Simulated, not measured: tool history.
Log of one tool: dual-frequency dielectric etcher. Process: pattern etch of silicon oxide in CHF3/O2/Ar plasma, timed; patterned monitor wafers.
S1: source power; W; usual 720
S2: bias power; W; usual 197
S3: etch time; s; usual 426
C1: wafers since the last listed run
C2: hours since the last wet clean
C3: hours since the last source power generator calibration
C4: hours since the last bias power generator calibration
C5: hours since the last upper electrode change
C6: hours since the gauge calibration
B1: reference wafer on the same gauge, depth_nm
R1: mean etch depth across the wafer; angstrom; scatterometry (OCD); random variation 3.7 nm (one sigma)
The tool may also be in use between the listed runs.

run	hour	S1	S2	S3	C1	C2	C3	C4	C5	C6	B1	R1
1	0	670	197	390.5	0	445.9	3045	1249.9	3739.5	740.9	866.3	7939
# hour 53.4: wet clean of the chamber
2	95.4	670	197	390.5	280	42	3140.4	1345.3	3834.9	836.3	868	7894
3	163.4	720	197	426	267	110	3208.4	1413.3	3902.9	904.3	868.2	8864
4	210.9	720	197	426	186	157.5	3255.9	1460.8	3950.4	951.8	869.3	8949
5	286.2	720	197	426	296	232.8	3331.2	1536.1	4025.7	1027.1	870.7	8927
6	375.3	720	230	426	350	321.9	3420.3	1625.2	4114.8	1116.2	872.1	9515
7	461.6	720	230	426	339	408.2	3506.6	1711.5	4201.1	1202.5	874.7	9541
8	552.6	720	197	426	358	499.2	3597.6	1802.5	4292.1	1293.5	875.7	8972
# hour 591.2: bias power generator calibrated
# hour 595.4: wet clean of the chamber
9	645.6	720	197	426	333	50.2	3690.6	54.4	4385.1	1386.5	876.3	9025
10	773.2	600	197	426	502	177.8	3818.2	182	4512.7	1514.1	880.3	8391
11	827.9	720	197	426	215	232.5	3872.9	236.7	4567.4	1568.8	880.6	9023
# hour 868.6: gauge calibrated
12	912.5	660	164	426	332	317.1	3957.5	321.3	4652	43.9	849.4	7857
13	1000.9	620	226	426	347	405.5	4045.9	409.7	4740.4	132.3	852.5	8696
# hour 1075.2: wet clean of the chamber
# hour 1080.2: upper electrode replaced
14	1102.4	660	164	426	285	27.2	4147.4	511.2	22.2	233.8	853.9	7903
# hour 1170.5: source power generator calibrated
15	1182.2	720	197	426	298	107	11.7	591	102	313.6	854	8776
16	1269.2	840	197	426	342	194	98.7	678	189	400.6	855.5	9254
17	1327.3	570	159	526	228	252.1	156.8	736.1	247.1	458.7	857.5	9115
18	1480.9	720	197	426	604	405.7	310.4	889.7	400.7	612.3	859.3	8870
19	1530.7	590	155	426	195	455.5	360.2	939.5	450.5	662.1	859.6	7448
20	1580.4	790	197	516.5	195	505.2	409.9	989.2	500.2	711.8	861.5	11097
# hour 1624.2: wet clean of the chamber
21	1629.1	880	197	357	97	4.9	458.6	1037.9	548.9	760.5	862.3	7977
22	1689.6	870	197	426	238	65.4	519.1	1098.4	609.4	821	864	9507

3 ways to go on from here, each from the tool as it stands after run 22. What would each give?
A	1690.1	720	197	426	1	65.9	519.6	1098.9	609.9	821.5	?	?
B	1690.1	580	150	474	1	65.9	519.6	1098.9	609.9	821.5	?	?
C	1690.1	620	175	321.5	1	65.9	519.6	1098.9	609.9	821.5	?	?

run	B1	R1
A	862.9	8799
B	862.9	8124
C	862.9	5996
Without the tool's hidden state the same runs would have given:
run	R1
A	8718
B	8049
C	5941

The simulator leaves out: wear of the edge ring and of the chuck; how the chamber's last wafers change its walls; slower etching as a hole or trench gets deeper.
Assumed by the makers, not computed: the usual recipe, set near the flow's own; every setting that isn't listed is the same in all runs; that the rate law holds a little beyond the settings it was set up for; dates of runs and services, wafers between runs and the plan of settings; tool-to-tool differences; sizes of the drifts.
